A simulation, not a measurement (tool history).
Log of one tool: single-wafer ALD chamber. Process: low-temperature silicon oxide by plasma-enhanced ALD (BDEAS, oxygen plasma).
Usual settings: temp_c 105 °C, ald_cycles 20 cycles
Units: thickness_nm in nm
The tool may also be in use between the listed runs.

run	hour	temp_c	ald_cycles	read-back reference wafer on the same gauge, thickness_nm	thickness_nm
1	0.0	105	20	2.564	2.753
2	91.0	105	20	2.563	2.756
3	162.0	105	20	2.560	2.751
4	247.0	105	20	2.557	2.728
5	328.0	113	17	2.556	2.301
6	424.2	112	18	2.551	2.438
7	509.6	105	20	2.547	2.728
8	560.3	105	20	2.541	2.722
9	626.4	105	20	2.539	2.722
10	698.8	105	20	2.536	2.720
# hour 799.6: gauge calibrated
11	963.6	105	20	2.562	2.747
# hour 977.7: thermocouple changed; heater temperature recalibrated
12	1033.6	97	21	2.561	2.942
13	1318.3	105	20	2.552	2.736
14	1380.9	105	20	2.551	2.726
15	1453.8	105	20	2.545	2.726
16	1503.0	119	22	2.546	2.933
17	1592.5	105	20	2.539	2.728
18	1653.0	95	17	2.533	2.366
19	1715.0	105	23	2.531	3.126
20	1778.0	113	22	2.527	2.942
21	1841.4	115	17	2.519	2.260
22	1903.1	114	20	2.515	2.658

5 ways to go on from here, each from the tool as it stands after run 22. What would each give?
A	1903.5	105	20	?	?
B	1903.5	97	18	?	?
C	1903.5	112	22	?	?
D	1903.5	99	16	?	?
E	1903.5	95	20	?	?

run	read-back reference wafer on the same gauge, thickness_nm	thickness_nm
A	2.513	2.687
B	2.513	2.458
C	2.513	2.923
D	2.513	2.171
E	2.513	2.749
Without the tool's hidden state the same runs would have given:
run	thickness_nm
A	2.735
B	2.502
C	2.975
D	2.210
E	2.798

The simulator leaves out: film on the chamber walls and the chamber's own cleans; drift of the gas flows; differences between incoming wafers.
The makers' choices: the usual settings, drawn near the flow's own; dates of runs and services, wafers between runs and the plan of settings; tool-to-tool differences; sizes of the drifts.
